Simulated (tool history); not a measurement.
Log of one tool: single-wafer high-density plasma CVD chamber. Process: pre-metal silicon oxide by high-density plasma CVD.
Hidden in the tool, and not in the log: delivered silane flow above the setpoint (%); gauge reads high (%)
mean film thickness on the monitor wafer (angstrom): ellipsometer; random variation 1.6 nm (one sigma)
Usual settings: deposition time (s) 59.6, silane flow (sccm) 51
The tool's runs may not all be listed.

run	hour	deposition time (s)	silane flow (sccm)	wafers since the last listed run	hours since the silane flow controller was replaced	hours since the gauge calibration	read-back reference wafer on the same gauge, thickness_nm	mean film thickness on the monitor wafer (angstrom)
1	0.0	54.1	56	0	1358.4	597.6	335.286	3038.14
2	32.4	54.1	56	599	1390.8	630.0	335.245	3021.01
3	101.8	54.1	56	1283	1460.2	699.4	335.103	3024.83
4	150.0	59.6	51	891	1508.4	747.6	334.630	3023.33
5	185.2	59.6	51	650	1543.6	782.8	334.488	3062.24
6	225.9	59.6	51	752	1584.3	823.5	334.573	3044.92
7	280.4	59.6	51	1007	1638.8	878.0	334.822	3062.68
8	341.6	59.6	51	1131	1700.0	939.2	334.626	3069.04
9	381.2	59.6	51	732	1739.6	978.8	335.276	3053.97
10	405.4	59.6	51	447	1763.8	1003.0	335.569	3049.92
11	435.0	59.6	51	547	1793.4	1032.6	335.058	3056.92
12	465.8	55.4	51	569	1824.2	1063.4	334.951	2836.47
13	491.1	59.6	51	467	1849.5	1088.7	334.653	3070.92
14	534.8	59.6	51	808	1893.2	1132.4	335.041	3047.60
15	611.9	59.6	51	1425	1970.3	1209.5	335.353	3057.50
16	664.6	59.6	51	974	2023.0	1262.2	334.973	3058.93
17	714.7	59.6	51	926	2073.1	1312.3	335.061	3043.46
18	752.9	51.2	51	706	2111.3	1350.5	334.538	2647.18
19	807.6	51.2	51	1011	2166.0	1405.2	334.991	2657.19
20	1023.5	52.1	41	3992	2381.9	1621.1	334.865	2173.64
21	1052.9	64.7	47	543	2411.3	1650.5	335.045	3121.28
22	1088.5	53.4	51	658	2446.9	1686.1	334.735	2766.25
# hour 1136.6: silane flow controller replaced
23	1150.6	55.1	44	1000	14.0	1748.2	335.602	2380.60
24	1203.3	59.6	51	974	66.7	1800.9	335.057	3012.19
25	1259.4	48.8	56	1037	122.8	1857.0	334.975	2683.95
26	1307.5	54.3	60	889	170.9	1905.1	334.776	3196.28
# hour 1367.3: gauge calibrated
27	1375.4	70.3	60	1255	238.8	8.1	334.610	4125.78
28	1418.8	59.6	51	802	282.2	51.5	334.775	2977.97
29	1459.3	68.1	44	748	322.7	92.0	335.019	2941.85
30	1511.3	48.8	56	961	374.7	144.0	334.950	2686.28
31	1563.8	50.5	48	970	427.2	196.5	334.723	2380.83
32	1620.5	66.4	56	1048	483.9	253.2	335.361	3640.89
33	1673.1	59.6	51	972	536.5	305.8	335.557	2991.62
34	1723.5	70.3	60	932	586.9	356.2	334.949	4115.88
35	1758.2	59.6	51	641	621.6	390.9	335.147	2994.32
36	1788.5	67.1	48	560	651.9	421.2	335.150	3127.21
37	1822.1	59.6	51	621	685.5	454.8	335.227	2961.38
38	1871.5	59.6	51	913	734.9	504.2	335.187	2997.17
39	1920.8	51.1	57	911	784.2	553.5	334.883	2857.87

Forecast each of these 3 alternatives for the next run:
A	1921.2	59.6	51	7	784.6	553.9	?	?
B	1921.2	50.1	55	7	784.6	553.9	?	?
C	1921.2	59.6	42	7	784.6	553.9	?	?

run	read-back reference wafer on the same gauge, thickness_nm	mean film thickness on the monitor wafer (angstrom)
A	335.044	2960.29
B	335.044	2683.60
C	335.044	2437.88
Without the tool's hidden state the same runs would have given:
run	mean film thickness on the monitor wafer (angstrom)
A	2955.64
B	2679.38
C	2434.05
